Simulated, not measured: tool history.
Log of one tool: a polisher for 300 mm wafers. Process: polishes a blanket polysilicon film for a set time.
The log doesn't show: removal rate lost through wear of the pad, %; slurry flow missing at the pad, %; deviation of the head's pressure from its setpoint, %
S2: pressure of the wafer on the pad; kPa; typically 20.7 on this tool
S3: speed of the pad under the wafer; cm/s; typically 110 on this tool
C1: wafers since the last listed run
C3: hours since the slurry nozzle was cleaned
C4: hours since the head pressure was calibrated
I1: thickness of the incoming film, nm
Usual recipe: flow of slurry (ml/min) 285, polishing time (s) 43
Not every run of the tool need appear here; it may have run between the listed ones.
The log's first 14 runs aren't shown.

run 15 hour=544.7 | flow_of_slurry_(ml/min)=320 S2=20.7 S3=124 polishing_time_(s)=43 | C1=191 wafers_polished_on_this_pad=194 C3=341.4 C4=97.9 | I1=1284.1 | film_removed_(angstrom)=4139
run 16 hour=609.4 | flow_of_slurry_(ml/min)=285 S2=20.7 S3=110 polishing_time_(s)=43 | C1=450 wafers_polished_on_this_pad=645 C3=406.1 C4=162.6 | I1=1306.3 | film_removed_(angstrom)=3618
run 17 hour=650.7 | flow_of_slurry_(ml/min)=325 S2=13.8 S3=110 polishing_time_(s)=43 | C1=287 wafers_polished_on_this_pad=932 C3=447.4 C4=203.9 | I1=1307.7 | film_removed_(angstrom)=2749
run 18 hour=801.5 | flow_of_slurry_(ml/min)=285 S2=15.9 S3=110 polishing_time_(s)=50 | C1=1049 wafers_polished_on_this_pad=1982 C3=598.2 C4=354.7 | I1=1279.2 | film_removed_(angstrom)=3379
run 19 hour=827 | flow_of_slurry_(ml/min)=285 S2=20.7 S3=110 polishing_time_(s)=43 | C1=177 wafers_polished_on_this_pad=2159 C3=623.7 C4=380.2 | I1=1283.9 | film_removed_(angstrom)=3576
run 20 hour=871.3 | flow_of_slurry_(ml/min)=285 S2=13.8 S3=110 polishing_time_(s)=28 | C1=308 wafers_polished_on_this_pad=2467 C3=668 C4=424.5 | I1=1281.5 | film_removed_(angstrom)=1713
run 21 hour=943.3 | flow_of_slurry_(ml/min)=285 S2=20.7 S3=110 polishing_time_(s)=30 | C1=501 wafers_polished_on_this_pad=2968 C3=740 C4=496.5 | I1=1272.9 | film_removed_(angstrom)=2480
run 22 hour=994.8 | flow_of_slurry_(ml/min)=340 S2=17.2 S3=110 polishing_time_(s)=34 | C1=358 wafers_polished_on_this_pad=3327 C3=791.5 C4=548 | I1=1285.4 | film_removed_(angstrom)=2473
-- hour=1034.4 worn pad replaced by a new one
run 23 hour=1061.1 | flow_of_slurry_(ml/min)=285 S2=20.7 S3=110 polishing_time_(s)=43 | C1=433 wafers_polished_on_this_pad=185 C3=857.8 C4=614.3 | I1=1282.6 | film_removed_(angstrom)=3649
-- hour=1086.1 slurry nozzle cleaned
run 24 hour=1123.5 | flow_of_slurry_(ml/min)=195 S2=20.7 S3=110 polishing_time_(s)=55 | C1=427 wafers_polished_on_this_pad=612 C3=37.4 C4=676.7 | I1=1284.8 | film_removed_(angstrom)=4511
run 25 hour=1150.1 | flow_of_slurry_(ml/min)=285 S2=18.6 S3=78 polishing_time_(s)=43 | C1=185 wafers_polished_on_this_pad=797 C3=64 C4=703.3 | I1=1304.5 | film_removed_(angstrom)=2401
run 26 hour=1196 | flow_of_slurry_(ml/min)=360 S2=20.7 S3=134 polishing_time_(s)=43 | C1=319 wafers_polished_on_this_pad=1117 C3=109.9 C4=749.2 | I1=1280.5 | film_removed_(angstrom)=4532
-- hour=1244.4 head pressure recalibrated
run 27 hour=1255.4 | flow_of_slurry_(ml/min)=285 S2=24.1 S3=110 polishing_time_(s)=32 | C1=399 wafers_polished_on_this_pad=1516 C3=169.3 C4=11 | I1=1298.5 | film_removed_(angstrom)=3041
run 28 hour=1281.3 | flow_of_slurry_(ml/min)=365 S2=15.9 S3=90 polishing_time_(s)=43 | C1=180 wafers_polished_on_this_pad=1697 C3=195.2 C4=36.9 | I1=1308.6 | film_removed_(angstrom)=2484
run 29 hour=1318.3 | flow_of_slurry_(ml/min)=310 S2=20.7 S3=98 polishing_time_(s)=43 | C1=257 wafers_polished_on_this_pad=1954 C3=232.2 C4=73.9 | I1=1281.6 | film_removed_(angstrom)=3245
run 30 hour=1375.9 | flow_of_slurry_(ml/min)=285 S2=20.7 S3=110 polishing_time_(s)=43 | C1=400 wafers_polished_on_this_pad=2355 C3=289.8 C4=131.5 | I1=1291 | film_removed_(angstrom)=3628
run 31 hour=1407.2 | flow_of_slurry_(ml/min)=285 S2=20.7 S3=124 polishing_time_(s)=43 | C1=217 wafers_polished_on_this_pad=2573 C3=321.1 C4=162.8 | I1=1286.3 | film_removed_(angstrom)=4030
-- hour=1452.2 worn pad replaced by a new one
run 32 hour=1462.7 | flow_of_slurry_(ml/min)=260 S2=17.2 S3=130 polishing_time_(s)=28 | C1=358 wafers_polished_on_this_pad=72 C3=376.6 C4=218.3 | I1=1288 | film_removed_(angstrom)=2472
run 33 hour=1533.5 | flow_of_slurry_(ml/min)=285 S2=26.2 S3=74 polishing_time_(s)=52 | C1=492 wafers_polished_on_this_pad=565 C3=447.4 C4=289.1 | I1=1285.3 | film_removed_(angstrom)=3692
run 34 hour=1580.2 | flow_of_slurry_(ml/min)=215 S2=20.7 S3=82 polishing_time_(s)=43 | C1=324 wafers_polished_on_this_pad=890 C3=494.1 C4=335.8 | I1=1282.8 | film_removed_(angstrom)=2684
run 35 hour=1629.6 | flow_of_slurry_(ml/min)=185 S2=25.5 S3=92 polishing_time_(s)=48 | C1=343 wafers_polished_on_this_pad=1234 C3=543.5 C4=385.2 | I1=1291.2 | film_removed_(angstrom)=3774
run 36 hour=1655.8 | flow_of_slurry_(ml/min)=285 S2=18.6 S3=88 polishing_time_(s)=53 | C1=182 wafers_polished_on_this_pad=1416 C3=569.7 C4=411.4 | I1=1275.5 | film_removed_(angstrom)=3347
run 37 hour=1708.6 | flow_of_slurry_(ml/min)=185 S2=25.5 S3=92 polishing_time_(s)=48 | C1=367 wafers_polished_on_this_pad=1784 C3=622.5 C4=464.2 | I1=1263.4 | film_removed_(angstrom)=3768

Below are 4 alternative next runs, each starting from the tool's condition after run 37. Predict each:
run A hour=1709 | flow_of_slurry_(ml/min)=285 S2=20.7 S3=98 polishing_time_(s)=43 | C1=2 wafers_polished_on_this_pad=1786 C3=622.9 C4=464.6 | I1=1295.6 | film_removed_(angstrom)=?
run B hour=1709 | flow_of_slurry_(ml/min)=190 S2=17.2 S3=132 polishing_time_(s)=32 | C1=2 wafers_polished_on_this_pad=1786 C3=622.9 C4=464.6 | I1=1295.6 | film_removed_(angstrom)=?
run C hour=1709 | flow_of_slurry_(ml/min)=285 S2=16.5 S3=110 polishing_time_(s)=43 | C1=2 wafers_polished_on_this_pad=1786 C3=622.9 C4=464.6 | I1=1295.6 | film_removed_(angstrom)=?
run D hour=1709 | flow_of_slurry_(ml/min)=205 S2=20.7 S3=76 polishing_time_(s)=54 | C1=2 wafers_polished_on_this_pad=1786 C3=622.9 C4=464.6 | I1=1295.6 | film_removed_(angstrom)=?

run=A film_removed_(angstrom)=3252
run=B film_removed_(angstrom)=2738
run=C film_removed_(angstrom)=3077
run=D film_removed_(angstrom)=3082
Had the tool no hidden state, the same runs would have come out as:
run=A film_removed_(angstrom)=3350
run=B film_removed_(angstrom)=2821
run=C film_removed_(angstrom)=3170
run=D film_removed_(angstrom)=3175
